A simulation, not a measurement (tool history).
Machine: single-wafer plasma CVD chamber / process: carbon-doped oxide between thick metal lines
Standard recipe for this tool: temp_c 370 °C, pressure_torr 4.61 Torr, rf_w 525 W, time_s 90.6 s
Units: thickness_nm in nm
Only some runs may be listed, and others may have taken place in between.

run     day  temp_c  pressure_torr  rf_w  time_s  wafers since the last listed run  hours since the last thermocouple change  hours since the last RF generator calibration  hours since the last manometer calibration  hours since the showerhead was replaced  hours since the gauge calibration  read-back reference wafer on the same gauge, thickness_nm  thickness_nm
  1   0.000     370           5.44   525    90.6                                 0                                    2926.0                                          170.0                                       889.4                                   3421.4                             1051.4                                                    445.109       449.756
  2   1.242     370           5.44   525    90.6                               585                                    2955.8                                          199.8                                       919.2                                   3451.2                             1081.2                                                    444.892       444.698
  3   2.162     370           4.61   525    90.6                               434                                    2977.9                                          221.9                                       941.3                                   3473.3                             1103.3                                                    445.378       431.235
  4   3.383     370           4.61   525   107.1                               576                                    3007.2                                          251.2                                       970.6                                   3502.6                             1132.6                                                    445.690       512.116
      4.267  -- gauge calibrated
  5   5.383     379           5.70   575    79.8                               943                                    3055.2                                          299.2                                      1018.6                                   3550.6                               26.8                                                    445.407       420.351
  6   6.275     370           4.61   525   101.9                               420                                    3076.6                                          320.6                                      1040.0                                   3572.0                               48.2                                                    445.324       485.188
  7   7.350     370           4.61   525    84.3                               507                                    3102.4                                          346.4                                      1065.8                                   3597.8                               74.0                                                    444.795       400.098
      8.108  -- capacitance manometer re-zeroed and calibrated
  8   8.538     384           3.55   525    85.1                               403                                    3130.9                                          374.9                                        10.3                                   3626.3                              102.5                                                    445.265       368.292
  9   9.112     378           3.90   525    96.2                               271                                    3144.7                                          388.7                                        24.1                                   3640.1                              116.3                                                    445.195       426.233
      9.975  -- thermocouple changed; heater temperature recalibrated
 10  11.071     361           4.61   615   102.6                               766                                      26.3                                          435.7                                        71.1                                   3687.1                              163.3                                                    445.020       559.215
 11  12.546     370           4.61   525    90.6                               695                                      61.7                                          471.1                                       106.5                                   3722.5                              198.7                                                    444.902       427.191
     12.988  -- showerhead replaced
 12  13.288     370           4.61   525   107.1                               192                                      79.5                                          488.9                                       124.3                                      7.2                              216.5                                                    445.192       501.470
 13  14.650     370           4.61   525    90.6                               642                                     112.2                                          521.6                                       157.0                                     39.9                              249.2                                                    445.357       425.453
 14  15.650     364           5.12   525    90.6                               471                                     136.2                                          545.6                                       181.0                                     63.9                              273.2                                                    444.828       440.163
 15  16.871     381           4.90   475    78.3                               576                                     165.5                                          574.9                                       210.3                                     93.2                              302.5                                                    444.673       333.130
 16  17.538     370           5.73   525    74.2                               314                                     181.5                                          590.9                                       226.3                                    109.2                              318.5                                                    445.179       362.598
 17  20.542     370           4.61   575    90.6                              1417                                     253.6                                          663.0                                       298.4                                    181.3                              390.6                                                    445.281       459.188
 18  21.558     364           5.43   525    90.6                               479                                     278.0                                          687.4                                       322.8                                    205.7                              415.0                                                    445.309       446.122
 19  22.858     382           3.69   440    96.2                               613                                     309.2                                          718.6                                       354.0                                    236.9                              446.2                                                    445.237       350.997
 20  23.679     359           5.00   620   105.4                               387                                     328.9                                          738.3                                       373.7                                    256.6                              465.9                                                    445.245       594.008
 21  24.362     363           4.61   525   100.7                               322                                     345.3                                          754.7                                       390.1                                    273.0                              482.3                                                    445.146       478.688

Run 22 is up next; what results do you expect?
     25.083  -- RF generator calibrated
 22  25.104     359           5.65   465    90.6                               192                                     363.1                                            0.5                                       407.9                                    290.8                              500.1                                                          ?             ?

{"run 22": {"read-back reference wafer on the same gauge, thickness_nm": 444.581, "thickness_nm": 410.076}}
Without the tool's hidden state the same run would have given thickness_nm 408.765 nm.

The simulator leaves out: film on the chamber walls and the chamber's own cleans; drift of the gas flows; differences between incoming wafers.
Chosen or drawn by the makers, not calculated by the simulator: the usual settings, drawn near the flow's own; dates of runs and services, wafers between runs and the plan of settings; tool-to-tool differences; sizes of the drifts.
